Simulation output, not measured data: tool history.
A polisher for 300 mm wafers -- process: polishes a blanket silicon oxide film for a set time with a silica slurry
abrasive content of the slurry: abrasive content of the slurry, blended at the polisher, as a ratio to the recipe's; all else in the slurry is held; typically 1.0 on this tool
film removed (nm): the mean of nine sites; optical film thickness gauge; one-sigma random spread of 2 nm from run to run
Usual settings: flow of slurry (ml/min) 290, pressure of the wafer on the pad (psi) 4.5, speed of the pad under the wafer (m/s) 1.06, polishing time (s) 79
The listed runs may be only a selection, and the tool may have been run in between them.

| run | day | flow of slurry (ml/min) | pressure of the wafer on the pad (psi) | speed of the pad under the wafer (m/s) | abrasive content of the slurry | polishing time (s) | wafers since the last listed run | wafers polished on this pad | hours since the slurry nozzle was cleaned | hours since the head pressure was calibrated | hours since the slurry blender was calibrated | hours since the conditioning disc was replaced | incoming thickness of the incoming film, nm | film removed (nm) |
|---|---|---|---|---|---|---|---|---|---|---|---|---|---|---|
| 1 | 0.000 | 290 | 4.5 | 1.06 | 1.0 | 79 | 0 | 1014 | 32.3 | 204.1 | 174.7 | 109.6 | 746.0 | 243.3 |
| 2 | 0.583 | 290 | 4.5 | 1.06 | 1.0 | 79 | 74 | 1088 | 46.3 | 218.1 | 188.7 | 123.6 | 730.8 | 241.4 |
|  | 1.225 | conditioning disc replaced and pad reconditioned |
|  | 1.550 | worn pad replaced by a new one |
| 3 | 1.571 | 290 | 4.5 | 0.84 | 1.0 | 79 | 93 | 2 | 70.0 | 241.8 | 212.4 | 8.3 | 745.4 | 200.7 |
| 4 | 2.638 | 290 | 4.5 | 0.84 | 1.0 | 79 | 135 | 138 | 95.6 | 267.4 | 238.0 | 33.9 | 750.8 | 197.7 |
| 5 | 4.100 | 290 | 4.5 | 1.06 | 1.0 | 79 | 185 | 323 | 130.7 | 302.5 | 273.1 | 69.0 | 750.4 | 237.6 |
| 6 | 5.300 | 360 | 4.5 | 1.06 | 1.0 | 79 | 152 | 476 | 159.5 | 331.3 | 301.9 | 97.8 | 738.7 | 240.7 |
| 7 | 5.896 | 360 | 4.5 | 1.06 | 1.0 | 79 | 75 | 551 | 173.8 | 345.6 | 316.2 | 112.1 | 740.4 | 240.2 |
| 8 | 6.983 | 360 | 4.5 | 1.06 | 1.0 | 79 | 138 | 690 | 199.9 | 371.7 | 342.3 | 138.2 | 742.6 | 242.3 |
| 9 | 7.688 | 290 | 4.5 | 1.06 | 1.0 | 79 | 89 | 779 | 216.8 | 388.6 | 359.2 | 155.1 | 740.3 | 236.5 |
|  | 7.867 | conditioning disc replaced and pad reconditioned |
| 10 | 8.688 | 290 | 4.5 | 1.06 | 1.0 | 79 | 116 | 895 | 240.8 | 412.6 | 383.2 | 19.7 | 741.4 | 236.4 |
|  | 9.125 | head pressure recalibrated |
| 11 | 9.842 | 290 | 4.5 | 1.06 | 1.0 | 72 | 135 | 1031 | 268.5 | 17.2 | 410.9 | 47.4 | 737.3 | 212.3 |

For run 12, what comes out?
|  | 11.167 | worn pad replaced by a new one |
| 12 | 11.329 | 290 | 3.7 | 1.06 | 0.9 | 66 | 167 | 20 | 304.2 | 52.9 | 446.6 | 83.1 | 740.2 | ? |

film removed (nm): 152.2
Were there no unlogged condition in the tool, this run, its random variation unchanged, would have produced film removed (nm) 157.9.
